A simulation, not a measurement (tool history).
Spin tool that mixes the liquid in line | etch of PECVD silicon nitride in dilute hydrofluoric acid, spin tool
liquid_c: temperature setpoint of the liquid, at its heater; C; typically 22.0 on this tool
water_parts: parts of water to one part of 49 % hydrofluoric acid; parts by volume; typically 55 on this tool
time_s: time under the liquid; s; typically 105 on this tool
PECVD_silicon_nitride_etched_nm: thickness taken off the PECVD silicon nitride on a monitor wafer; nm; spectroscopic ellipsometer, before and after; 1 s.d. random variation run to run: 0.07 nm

run     day  liquid_c  water_parts  time_s  read-back film thickness of the PECVD silicon nitride reference wafer, read on the same gauge (nm)  PECVD_silicon_nitride_etched_nm
  1   0.000      22.0           55     125                                                                                               39.99                             8.02
  2   0.358      22.0           55      80                                                                                               39.99                             5.17
  3   1.004      22.0           55      80                                                                                               40.03                             5.14
  4   1.950      22.0           55      80                                                                                               39.99                             5.12
  5   2.258      22.0           40     105                                                                                               39.99                             9.12
  6   3.350      22.0           55     105                                                                                               39.96                             6.76
  7   4.004      22.0           55     105                                                                                               40.00                             6.83
  8   4.696      22.0           55     105                                                                                               39.99                             6.74
      4.875  -- hydrofluoric acid flow meter replaced
  9   5.196      22.0           55     105                                                                                               40.06                             6.78
 10   6.725      22.0           35     105                                                                                               40.02                            10.39
 11   7.000      22.0           35     105                                                                                               40.01                            10.53
      7.346  -- gauge calibrated
 12   7.612      22.0           75     105                                                                                               40.02                             4.96
 13   8.175      22.0           55     105                                                                                               40.03                             6.70
      8.225  -- thermometer replaced
 14   8.883      27.0           55      80                                                                                               40.00                             8.34
 15   9.533      22.0           55      65                                                                                               40.00                             4.83
 16  10.079      22.0           55     125                                                                                               40.03                             9.28
 17  10.571      18.0           70     155                                                                                               40.01                             6.84
 18  10.833      17.5           45     105                                                                                               40.02                             6.82
 19  11.212      19.0           80     165                                                                                               40.04                             6.85
 20  11.467      22.0           55     105                                                                                               40.01                             7.63
 21  12.088      22.0           55     125                                                                                               40.04                             9.23
 22  12.367      22.0           70     105                                                                                               39.95                             6.08
 23  12.662      22.0           35     165                                                                                               39.98                            19.00
 24  13.167      20.5           30     120                                                                                               40.01                            14.35
 25  13.900      22.0           45      85                                                                                               39.99                             7.57
 26  14.471      22.0           55     105                                                                                               40.02                             7.81
 27  14.758      20.0           55     105                                                                                               40.00                             6.70
 28  15.300      24.0           75     105                                                                                               39.97                             6.55
 29  15.600      22.0           55     105                                                                                               39.98                             7.73
 30  15.912      22.0           55     105                                                                                               40.03                             7.58
 31  16.579      19.5           75      70                                                                                               40.02                             3.21
 32  17.171      20.5           25      50                                                                                               40.01                             7.10
 33  17.904      20.5           30     135                                                                                               40.04                            15.92
 34  18.167      19.0           40      90                                                                                               40.00                             7.25

Branching from run 34: 3 alternative next runs. What would each branch give?
  A  18.183      24.0           55     105                                                                                                   ?                                ?
  B  18.183      22.0           30     105                                                                                                   ?                                ?
  C  18.183      24.0           70      60                                                                                                   ?                                ?

run  read-back film thickness of the PECVD silicon nitride reference wafer, read on the same gauge (nm)  PECVD_silicon_nitride_etched_nm
  A                                                                                               39.97                             8.81
  B                                                                                               39.97                            13.85
  C                                                                                               39.97                             3.97
The same runs, with their run-to-run variation unchanged, on a tool lacking any hidden condition would have given:
run  PECVD_silicon_nitride_etched_nm
  A                             9.08
  B                            14.29
  C                             4.09
